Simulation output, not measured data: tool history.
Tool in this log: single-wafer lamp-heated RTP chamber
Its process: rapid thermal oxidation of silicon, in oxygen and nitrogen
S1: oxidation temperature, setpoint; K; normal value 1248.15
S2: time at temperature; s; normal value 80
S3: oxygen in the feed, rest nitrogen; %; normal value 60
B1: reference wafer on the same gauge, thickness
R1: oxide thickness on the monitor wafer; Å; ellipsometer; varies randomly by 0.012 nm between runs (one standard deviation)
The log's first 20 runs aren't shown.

run,hour,S1,S2,S3,B1,R1
21,245.8,1248.15,57,60,3.602,36.58
22,255.4,1229.15,59,60,3.600,32.67
23,277.2,1248.15,80,60,3.600,42.16
24,294.8,1248.15,80,42,3.601,37.58
# hour 313.0: pyrometer window cleaned and pyrometer calibrated
# hour 315.7: oxygen flow controller replaced
25,316.2,1220.15,80,50,3.599,32.75
26,317.0,1248.15,80,60,3.606,41.55
27,324.3,1224.15,80,31,3.598,29.61
28,337.7,1277.15,80,45,3.603,46.57
29,353.3,1274.15,80,84,3.600,56.90
30,364.2,1239.15,64,49,3.595,33.86
31,381.8,1236.15,80,71,3.603,40.41
32,388.3,1248.15,54,32,3.602,29.90
33,397.4,1248.15,80,60,3.596,41.71
34,409.4,1248.15,63,60,3.599,37.93
35,417.7,1248.15,80,60,3.599,41.80
36,430.0,1248.15,80,60,3.601,41.82
37,437.7,1269.15,62,89,3.598,50.08
38,453.2,1248.15,80,60,3.594,42.07

Here are 4 independent what-if runs from the current tool condition. What would each one return?
A,453.6,1248.15,80,60,?,?
B,453.6,1248.15,80,88,?,?
C,453.6,1230.15,118,71,?,?
D,453.6,1248.15,102,68,?,?

run,B1,R1
A,3.597,42.10
B,3.597,47.86
C,3.597,46.08
D,3.597,48.74
The same runs, with their run-to-run variation unchanged, on a tool lacking any hidden condition would have given:
run,R1
A,41.74
B,47.43
C,45.67
D,48.31
